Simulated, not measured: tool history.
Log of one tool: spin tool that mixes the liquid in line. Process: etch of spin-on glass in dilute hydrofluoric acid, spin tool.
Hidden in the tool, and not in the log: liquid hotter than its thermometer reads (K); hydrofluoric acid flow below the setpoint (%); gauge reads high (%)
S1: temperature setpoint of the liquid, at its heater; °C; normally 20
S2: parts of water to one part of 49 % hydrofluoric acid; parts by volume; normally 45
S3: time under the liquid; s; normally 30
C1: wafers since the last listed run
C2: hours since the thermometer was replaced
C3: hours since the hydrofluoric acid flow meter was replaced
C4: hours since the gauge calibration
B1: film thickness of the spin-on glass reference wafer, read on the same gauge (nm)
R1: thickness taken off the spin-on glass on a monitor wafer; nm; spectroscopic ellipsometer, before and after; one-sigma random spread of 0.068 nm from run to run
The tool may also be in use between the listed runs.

| run | hour | S1 | S2 | S3 | C1 | C2 | C3 | C4 | B1 | R1 |
|---|---|---|---|---|---|---|---|---|---|---|
| 1 | 0 | 20 | 45 | 30 | 0 | 3143.3 | 2253.1 | 157 | 30 | 25.59 |
| 2 | 15.4 | 20 | 45 | 30 | 235 | 3158.7 | 2268.5 | 172.4 | 29.97 | 25.59 |
| 3 | 24.7 | 20 | 45 | 30 | 142 | 3168 | 2277.8 | 181.7 | 29.99 | 25.68 |
| 4 | 42.7 | 20 | 35 | 45 | 275 | 3186 | 2295.8 | 199.7 | 30.01 | 49.85 |
| 5 | 53.4 | 20 | 35 | 45 | 163 | 3196.7 | 2306.5 | 210.4 | 29.98 | 49.96 |
| 6 | 61.6 | 20 | 35 | 45 | 125 | 3204.9 | 2314.7 | 218.6 | 30.03 | 49.89 |
|  | 73.2 | gauge calibrated |
| 7 | 106.5 | 20 | 40 | 20 | 687 | 3249.8 | 2359.6 | 33.3 | 29.99 | 19.23 |
| 8 | 113.6 | 20 | 40 | 20 | 108 | 3256.9 | 2366.7 | 40.4 | 30.03 | 19.31 |
| 9 | 128.6 | 23.5 | 45 | 30 | 229 | 3271.9 | 2381.7 | 55.4 | 30 | 29.42 |
| 10 | 145.3 | 20 | 45 | 30 | 255 | 3288.6 | 2398.4 | 72.1 | 29.98 | 25.39 |
|  | 147.5 | thermometer replaced |
| 11 | 156.5 | 20 | 45 | 20 | 156 | 9 | 2409.6 | 83.3 | 29.98 | 16.91 |
|  | 162.1 | hydrofluoric acid flow meter replaced |
| 12 | 164.2 | 20 | 45 | 30 | 102 | 16.7 | 2.1 | 91 | 30.02 | 29.19 |

Run 13 has not been measured yet. What should we expect?
| 13 | 173.5 | 17 | 45 | 25 | 142 | 26 | 11.4 | 100.3 | ? | ? |

Run 13 yielded B1 30.02, R1 21.31 nm.
With the hidden condition absent and the run-to-run variation left alone, this run would have shown R1 21.41 nm.
